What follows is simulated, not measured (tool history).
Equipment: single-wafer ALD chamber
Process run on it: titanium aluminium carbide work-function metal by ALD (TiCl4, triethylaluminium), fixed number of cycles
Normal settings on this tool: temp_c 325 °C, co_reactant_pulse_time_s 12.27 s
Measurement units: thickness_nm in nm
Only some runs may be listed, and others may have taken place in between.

run   hour  temp_c  co_reactant_pulse_time_s  wafers since the last listed run  hours since the last thermocouple change  hours since the last triethylaluminium bottle change  hours since the showerhead was replaced  hours since the gauge calibration  read-back reference wafer on the same gauge, thickness_nm  thickness_nm
  1    0.0     325                     12.27                                 0                                    1647.5                                                1459.2                                   6476.0                               52.7                                                      2.552         2.257
  2   13.5     317                     12.27                               143                                    1661.0                                                1472.7                                   6489.5                               66.2                                                      2.553         2.201
  3   31.3     317                     12.27                               189                                    1678.8                                                1490.5                                   6507.3                               84.0                                                      2.554         2.189
  4   45.8     325                      9.83                               154                                    1693.3                                                1505.0                                   6521.8                               98.5                                                      2.555         2.154
  5   60.7     325                      9.83                               158                                    1708.2                                                1519.9                                   6536.7                              113.4                                                      2.556         2.154
  6   74.7     325                      9.83                               149                                    1722.2                                                1533.9                                   6550.7                              127.4                                                      2.559         2.164
  7  106.7     335                     12.27                               341                                    1754.2                                                1565.9                                   6582.7                              159.4                                                      2.561         2.339
  8  129.6     331                     10.91                               244                                    1777.1                                                1588.8                                   6605.6                              182.3                                                      2.563         2.273
  9  158.9     325                     12.27                               312                                    1806.4                                                1618.1                                   6634.9                              211.6                                                      2.567         2.270
 10  185.4     325                     12.27                               282                                    1832.9                                                1644.6                                   6661.4                              238.1                                                      2.568         2.272
 11  215.6     325                     12.27                               321                                    1863.1                                                1674.8                                   6691.6                              268.3                                                      2.574         2.270
 12  266.0     325                     12.27                               537                                    1913.5                                                1725.2                                   6742.0                              318.7                                                      2.576         2.274
 13  293.1     330                     12.27                               288                                    1940.6                                                1752.3                                   6769.1                              345.8                                                      2.580         2.327
     322.6  -- triethylaluminium bottle replaced
 14  324.1     335                     15.10                               245                                    1971.6                                                   1.5                                   6800.1                              376.8                                                      2.581         2.385
 15  340.1     333                     15.66                               170                                    1987.6                                                  17.5                                   6816.1                              392.8                                                      2.585         2.371
 16  367.1     333                      9.23                               287                                    2014.6                                                  44.5                                   6843.1                              419.8                                                      2.586         2.173
 17  396.7     325                     12.27                               315                                    2044.2                                                  74.1                                   6872.7                              449.4                                                      2.589         2.291
     406.4  -- gauge calibrated
     435.6  -- showerhead replaced
     452.4  -- thermocouple changed; heater temperature recalibrated
 18  452.9     333                      9.19                               428                                       0.5                                                 130.3                                     17.3                               46.5                                                      2.553         2.152
 19  468.2     325                     12.27                               163                                      15.8                                                 145.6                                     32.6                               61.8                                                      2.554         2.253
 20  482.6     316                     12.27                               153                                      30.2                                                 160.0                                     47.0                               76.2                                                      2.557         2.183
 21  514.2     317                      8.36                               336                                      61.8                                                 191.6                                     78.6                              107.8                                                      2.560         1.910
 22  537.7     325                     12.27                               250                                      85.3                                                 215.1                                    102.1                              131.3                                                      2.562         2.265
 23  571.2     339                     16.08                               357                                     118.8                                                 248.6                                    135.6                              164.8                                                      2.567         2.399
 24  585.9     312                      9.32                               156                                     133.5                                                 263.3                                    150.3                              179.5                                                      2.567         2.024

Each row is a separate what-if for the run after 24, all from the same tool condition, not one after another. Results?
  A  586.3     325                     12.27                                 4                                     133.9                                                 263.7                                    150.7                              179.9                                                          ?             ?
  B  586.3     331                     15.82                                 4                                     133.9                                                 263.7                                    150.7                              179.9                                                          ?             ?
  C  586.3     312                     15.20                                 4                                     133.9                                                 263.7                                    150.7                              179.9                                                          ?             ?
  D  586.3     315                      8.36                                 4                                     133.9                                                 263.7                                    150.7                              179.9                                                          ?             ?

run  read-back reference wafer on the same gauge, thickness_nm  thickness_nm
  A                                                      2.566         2.267
  B                                                      2.566         2.345
  C                                                      2.566         2.190
  D                                                      2.566         1.901
The same runs, with their run-to-run variation unchanged, on a tool lacking any hidden condition would have given:
run  thickness_nm
  A         2.252
  B         2.330
  C         2.176
  D         1.888
